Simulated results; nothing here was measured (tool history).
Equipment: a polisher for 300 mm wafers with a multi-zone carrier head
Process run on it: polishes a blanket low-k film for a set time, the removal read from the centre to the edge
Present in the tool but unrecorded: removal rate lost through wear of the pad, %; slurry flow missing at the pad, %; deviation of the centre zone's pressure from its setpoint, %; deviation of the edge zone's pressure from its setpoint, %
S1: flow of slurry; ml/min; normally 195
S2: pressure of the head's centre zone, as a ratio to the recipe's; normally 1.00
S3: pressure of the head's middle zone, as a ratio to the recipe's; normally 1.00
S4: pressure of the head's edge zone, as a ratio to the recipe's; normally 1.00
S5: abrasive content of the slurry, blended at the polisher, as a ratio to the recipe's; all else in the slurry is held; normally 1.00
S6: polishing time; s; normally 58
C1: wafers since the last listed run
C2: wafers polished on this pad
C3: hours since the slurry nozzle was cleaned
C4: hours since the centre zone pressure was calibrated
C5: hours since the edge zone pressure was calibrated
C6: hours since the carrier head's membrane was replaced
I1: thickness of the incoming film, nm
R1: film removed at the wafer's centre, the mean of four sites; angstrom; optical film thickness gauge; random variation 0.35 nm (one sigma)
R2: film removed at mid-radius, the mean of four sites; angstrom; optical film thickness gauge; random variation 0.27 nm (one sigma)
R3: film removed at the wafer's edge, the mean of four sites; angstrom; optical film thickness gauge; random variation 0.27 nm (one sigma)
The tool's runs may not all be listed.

run	day	S1	S2	S3	S4	S5	S6	C1	C2	C3	C4	C5	C6	I1	R1	R2	R3
1	0.000	195	1.00	1.00	1.00	1.00	58	0	151	508.2	70.6	57.4	749.2	344.7	306	296	299
2	0.579	195	1.00	1.00	1.00	1.00	58	114	265	522.1	84.5	71.3	763.1	348.3	298	295	301
3	1.800	195	1.00	1.00	1.00	1.00	58	241	506	551.4	113.8	100.6	792.4	348.1	292	286	291
4	2.938	195	1.00	1.00	1.00	1.00	58	224	731	578.7	141.1	127.9	819.7	348.8	283	285	292
# day 3.333: carrier head's membrane replaced by a new one
5	3.829	195	1.00	1.00	1.00	1.00	58	135	866	600.1	162.5	149.3	11.9	343.1	282	280	284
6	4.979	170	1.03	1.00	1.00	0.70	40	227	1093	627.7	190.1	176.9	39.5	355.6	157	148	151
7	5.946	195	0.92	1.00	1.00	1.00	58	190	1284	650.9	213.3	200.1	62.7	345.0	260	278	282
8	6.633	195	1.00	1.09	1.03	1.00	46	135	1420	667.4	229.8	216.6	79.2	345.5	219	241	223
9	7.983	195	1.00	0.95	1.00	0.90	74	266	1687	699.8	262.2	249.0	111.6	357.8	334	317	335
# day 8.658: worn pad replaced by a new one
# day 9.338: slurry nozzle cleaned
10	9.371	195	1.00	1.00	1.00	1.00	58	232	132	0.8	295.5	282.3	144.9	344.7	301	297	298
11	10.746	195	1.00	1.00	1.00	1.00	58	271	403	33.8	328.5	315.3	177.9	355.3	288	285	296
12	14.854	195	1.06	1.00	0.88	0.80	40	811	1215	132.4	427.1	413.9	276.5	345.5	182	166	165
# day 16.408: worn pad replaced by a new one
13	16.429	195	1.00	1.00	1.00	1.00	58	278	4	170.2	464.9	451.7	314.3	354.3	299	299	306
14	17.204	195	1.00	1.00	1.00	1.00	58	153	157	188.8	483.5	470.3	332.9	348.3	296	290	302
15	18.333	195	1.00	1.00	1.00	1.00	58	223	380	215.9	510.6	497.4	360.0	349.0	289	288	296
16	19.117	140	1.00	1.00	1.10	1.25	45	154	535	234.7	529.4	516.2	378.8	351.5	231	227	248
17	19.988	195	1.00	0.95	1.00	0.90	46	172	707	255.6	550.3	537.1	399.7	350.5	214	198	215
18	21.396	195	1.00	1.00	1.00	1.00	74	278	985	289.4	584.1	570.9	433.5	351.2	349	352	360
19	22.879	195	1.00	1.00	1.08	1.00	42	293	1278	325.0	619.7	606.5	469.1	351.3	199	198	207
20	24.296	195	1.00	1.09	1.03	1.00	46	279	1558	359.0	653.7	640.5	503.1	349.3	217	233	219
# day 25.275: worn pad replaced by a new one
21	25.417	195	1.05	1.00	1.00	1.00	39	188	28	385.9	680.6	667.4	530.0	353.8	216	200	207
22	25.954	195	1.00	0.91	0.89	1.00	66	106	134	398.8	693.5	680.3	542.9	351.7	347	304	335

Consider 4 possible next runs. They are alternatives, not a sequence: every one starts from the tool as it was left by run 22. What does each give?
A	25.971	195	1.00	1.00	1.00	1.00	52	3	137	399.2	693.9	680.7	543.3	347.1	?	?	?
B	25.971	195	1.00	1.09	1.00	1.00	71	3	137	399.2	693.9	680.7	543.3	347.1	?	?	?
C	25.971	195	1.06	1.00	1.00	1.00	69	3	137	399.2	693.9	680.7	543.3	347.1	?	?	?
D	25.971	195	1.07	1.05	1.00	1.00	50	3	137	399.2	693.9	680.7	543.3	347.1	?	?	?

run	R1	R2	R3
A	272	269	269
B	371	395	367
C	380	356	357
D	278	269	259
Take away the tool's hidden state, keep each run's random variation, and the runs would have read:
run	R1	R2	R3
A	279	276	276
B	381	405	377
C	390	366	367
D	285	276	266
